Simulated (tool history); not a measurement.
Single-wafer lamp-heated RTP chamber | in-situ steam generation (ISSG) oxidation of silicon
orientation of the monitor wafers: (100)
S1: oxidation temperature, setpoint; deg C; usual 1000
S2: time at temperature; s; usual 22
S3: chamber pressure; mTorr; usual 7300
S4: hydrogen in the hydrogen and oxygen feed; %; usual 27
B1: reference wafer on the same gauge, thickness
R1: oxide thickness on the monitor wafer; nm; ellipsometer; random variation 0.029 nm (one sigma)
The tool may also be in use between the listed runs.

| run | day | S1 | S2 | S3 | S4 | B1 | R1 |
|---|---|---|---|---|---|---|---|
| 1 | 0.000 | 1000 | 22 | 7300 | 27 | 5.176 | 6.208 |
| 2 | 2.462 | 1000 | 22 | 7300 | 27 | 5.181 | 6.185 |
|  | 3.679 | pyrometer window cleaned and pyrometer calibrated |
| 3 | 5.358 | 1000 | 22 | 7300 | 27 | 5.180 | 6.125 |
| 4 | 8.208 | 1000 | 22 | 7300 | 27 | 5.180 | 6.078 |
| 5 | 10.479 | 1000 | 22 | 7300 | 27 | 5.183 | 6.141 |
| 6 | 12.196 | 1000 | 22 | 7300 | 27 | 5.178 | 6.177 |
| 7 | 13.650 | 1000 | 22 | 7300 | 27 | 5.182 | 6.230 |
|  | 17.496 | pyrometer window cleaned and pyrometer calibrated |
|  | 20.596 | hydrogen flow controller replaced |
| 8 | 21.354 | 1000 | 22 | 7300 | 27 | 5.181 | 6.090 |
| 9 | 23.708 | 1000 | 22 | 7300 | 27 | 5.179 | 6.153 |
| 10 | 26.033 | 1000 | 22 | 7300 | 27 | 5.186 | 6.204 |
| 11 | 27.429 | 1000 | 22 | 7300 | 31 | 5.185 | 6.484 |
| 12 | 28.892 | 1000 | 17 | 7300 | 27 | 5.168 | 5.496 |
|  | 29.012 | gauge calibrated |
| 13 | 30.317 | 1000 | 17 | 7300 | 27 | 5.171 | 5.581 |
|  | 32.475 | pyrometer window cleaned and pyrometer calibrated |
| 14 | 33.221 | 993 | 22 | 7300 | 27 | 5.189 | 5.914 |
| 15 | 34.479 | 1000 | 27 | 7300 | 27 | 5.183 | 6.669 |
| 16 | 36.946 | 1013 | 22 | 7300 | 27 | 5.172 | 6.490 |
| 17 | 39.354 | 981 | 19 | 7300 | 19 | 5.179 | 4.880 |
| 18 | 40.888 | 1000 | 22 | 8800 | 27 | 5.185 | 6.173 |
| 19 | 43.283 | 1000 | 22 | 7300 | 27 | 5.181 | 6.314 |
| 20 | 44.521 | 1016 | 24 | 6900 | 27 | 5.180 | 7.042 |
| 21 | 46.079 | 1000 | 22 | 6900 | 27 | 5.178 | 6.273 |
|  | 47.354 | pyrometer window cleaned and pyrometer calibrated |
|  | 47.667 | pressure gauge zeroed |
| 22 | 48.171 | 988 | 15 | 7300 | 27 | 5.178 | 4.854 |
| 23 | 49.971 | 991 | 15 | 7300 | 27 | 5.183 | 4.992 |
| 24 | 51.933 | 1008 | 19 | 7300 | 27 | 5.184 | 5.964 |
| 25 | 56.879 | 1000 | 22 | 7300 | 27 | 5.181 | 6.231 |
|  | 58.079 | gauge calibrated |
| 26 | 59.096 | 984 | 25 | 6900 | 27 | 5.184 | 6.216 |
|  | 60.533 | pyrometer window cleaned and pyrometer calibrated |
| 27 | 60.554 | 1000 | 22 | 7300 | 27 | 5.170 | 6.081 |
| 28 | 61.758 | 1000 | 28 | 8400 | 32 | 5.185 | 7.085 |

Forecast each of these 4 alternatives for the next run:
| A | 61.779 | 981 | 22 | 7300 | 27 | ? | ? |
| B | 61.779 | 1000 | 25 | 7300 | 27 | ? | ? |
| C | 61.779 | 1008 | 25 | 8700 | 31 | ? | ? |
| D | 61.779 | 983 | 19 | 7300 | 27 | ? | ? |

| run | B1 | R1 |
|---|---|---|
| A | 5.172 | 5.641 |
| B | 5.172 | 6.464 |
| C | 5.172 | 6.876 |
| D | 5.172 | 5.330 |
Without the tool's hidden state the same runs would have given:
| run | R1 |
|---|---|
| A | 5.604 |
| B | 6.415 |
| C | 6.821 |
| D | 5.296 |

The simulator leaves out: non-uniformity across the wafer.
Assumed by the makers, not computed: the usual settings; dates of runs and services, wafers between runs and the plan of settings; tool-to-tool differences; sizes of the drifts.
